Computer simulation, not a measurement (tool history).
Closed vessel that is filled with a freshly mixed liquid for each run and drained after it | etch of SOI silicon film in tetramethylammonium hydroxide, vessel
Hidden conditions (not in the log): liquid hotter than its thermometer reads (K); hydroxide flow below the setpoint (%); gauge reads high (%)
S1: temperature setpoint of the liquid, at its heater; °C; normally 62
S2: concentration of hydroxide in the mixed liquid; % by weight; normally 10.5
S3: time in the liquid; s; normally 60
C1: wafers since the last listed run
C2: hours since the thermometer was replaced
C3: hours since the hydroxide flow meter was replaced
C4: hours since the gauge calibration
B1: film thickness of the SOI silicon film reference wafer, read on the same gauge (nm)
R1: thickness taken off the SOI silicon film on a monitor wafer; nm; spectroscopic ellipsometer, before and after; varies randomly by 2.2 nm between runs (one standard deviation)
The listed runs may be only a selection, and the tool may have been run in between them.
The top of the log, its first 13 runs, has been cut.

run   hour    S1    S2  S3    C1      C2      C3     C4     B1      R1
 14  312.2    62  10.5  60  2308  2101.8  2230.2  670.5     30  272.71
 15    332    56  10.5  80  1488  2121.6    2250  690.3  29.98   252.1
 16  412.9    62   9.5  60  6082  2202.5  2330.9  771.2  29.98  288.33
 17  443.3    62  10.5  60  2285  2232.9  2361.3  801.6  29.97  273.27
 18  480.2  54.5  10.5  30  2774  2269.8  2398.2  838.5  29.98   85.84
 19  503.1    59  10.5  80  1721  2292.7  2421.1  861.4  30.02  308.32
     507.7  -- hydroxide flow meter replaced
 20  534.1    58  10.5  90  2255  2323.7    26.4  892.4  30.01  327.53
     549.6  -- thermometer replaced
 21  556.5    62  10.5  60  1609     6.9    48.8  914.8  29.97  265.34
 22  586.6  64.5  12.5  60  2263      37    78.9  944.9     30  282.28
     597.3  -- gauge calibrated
 23  613.7  59.5    13  60  2037    64.1     106   16.4  29.99  210.79
 24  693.3  64.5  10.5  90  5984   143.7   185.6     96  30.02   458.8
 25  724.2    62  10.5  70  2323   174.6   216.5  126.9  29.99  305.51
 26  756.9    62  10.5  60  2458   207.3   249.2  159.6     30  266.96
 27  775.4  69.5     8  30  1390   225.8   267.7  178.1  29.97   226.3
 28  794.1    64   8.5  40  1405   244.5   286.4  196.8  30.01  214.52
 29  837.6    68    13  75  3270     288   329.9  240.3  29.97  433.49
 30  860.6    58  10.5  50  1729     311   352.9  263.3  29.97  172.84
 31  889.2    62  10.5  60  2150   339.6   381.5  291.9  30.01  261.91
 32    920  54.5    12  30  2315   370.4   412.3  322.7  29.98   79.01
 33  945.7  66.5   8.5  95  1932   396.1     438  348.4  30.01  604.57

5 ways to go on from here, each from the tool as it stands after run 33. What would each give?
  A  946.4    62  10.5  60  52  396.8  438.7  349.1   ?   ?
  B  946.4    54   8.5  90  52  396.8  438.7  349.1   ?   ?
  C  946.4  67.5  10.5  80  52  396.8  438.7  349.1   ?   ?
  D  946.4    62  10.5  85  52  396.8  438.7  349.1   ?   ?
  E  946.4    58    12  60  52  396.8  438.7  349.1   ?   ?

run     B1      R1
  A  29.99  267.65
  B  29.99  261.94
  C  29.99  497.11
  D  29.99  379.18
  E  29.99  198.68
Without the tool's hidden state the same runs would have given:
run      R1
  A  254.82
  B  248.68
  C  474.03
  D     361
  E  188.86
